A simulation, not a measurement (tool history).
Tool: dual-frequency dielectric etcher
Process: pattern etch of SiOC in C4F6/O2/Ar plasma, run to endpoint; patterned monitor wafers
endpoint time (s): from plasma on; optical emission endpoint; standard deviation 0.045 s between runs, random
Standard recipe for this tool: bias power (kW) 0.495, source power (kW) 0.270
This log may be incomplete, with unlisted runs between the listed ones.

run,hour,bias power (kW),source power (kW),"incoming incoming film thickness, nm",endpoint time (s)
1,0.0,0.495,0.270,28.37,11.4
2,67.8,0.495,0.270,28.56,11.6
# hour 110.4: wet clean of the chamber
3,110.9,0.495,0.270,28.59,11.3
4,172.4,0.410,0.300,28.63,11.8
5,239.8,0.410,0.300,28.54,11.9
6,310.2,0.495,0.240,28.72,12.1
7,356.8,0.495,0.240,28.59,12.0
8,409.4,0.495,0.240,28.86,12.2
9,452.6,0.495,0.270,28.63,11.5
# hour 498.2: upper electrode replaced
10,516.0,0.495,0.270,28.59,11.6
11,578.2,0.495,0.250,28.57,11.9
12,619.5,0.495,0.250,28.67,12.1
13,685.6,0.571,0.270,28.50,11.0
14,733.4,0.571,0.270,28.56,10.9
# hour 778.6: wet clean of the chamber
15,779.1,0.410,0.300,28.83,11.7
16,828.7,0.598,0.320,28.84,9.9
# hour 850.9: bias power generator calibrated
17,864.7,0.379,0.320,28.82,12.0
18,915.3,0.435,0.230,28.48,12.7
19,978.1,0.495,0.310,28.43,10.8
20,1021.7,0.379,0.320,28.57,12.0
# hour 1064.4: source power generator calibrated
21,1171.9,0.448,0.230,28.39,12.6
22,1217.9,0.586,0.270,28.74,10.8
23,1270.3,0.413,0.300,28.86,12.0
24,1315.5,0.606,0.240,28.56,11.2
# hour 1353.4: wet clean of the chamber
25,1354.9,0.495,0.270,29.00,11.5
26,1398.9,0.563,0.240,28.42,11.1
27,1424.7,0.392,0.290,28.30,11.9
28,1472.1,0.495,0.270,28.28,11.2
29,1498.4,0.495,0.270,28.63,11.3

What if the next run were any one of these 4? Each begins from the tool's condition after run 29:
A,1498.8,0.495,0.270,28.87,?
B,1498.8,0.604,0.320,28.87,?
C,1498.8,0.547,0.320,28.87,?
D,1498.8,0.402,0.300,28.87,?

run,endpoint time (s)
A,11.5
B,9.9
C,10.3
D,12.0
The same runs, with their run-to-run variation unchanged, on a tool lacking any hidden condition would have given:
run,endpoint time (s)
A,11.4
B,9.9
C,10.3
D,12.0

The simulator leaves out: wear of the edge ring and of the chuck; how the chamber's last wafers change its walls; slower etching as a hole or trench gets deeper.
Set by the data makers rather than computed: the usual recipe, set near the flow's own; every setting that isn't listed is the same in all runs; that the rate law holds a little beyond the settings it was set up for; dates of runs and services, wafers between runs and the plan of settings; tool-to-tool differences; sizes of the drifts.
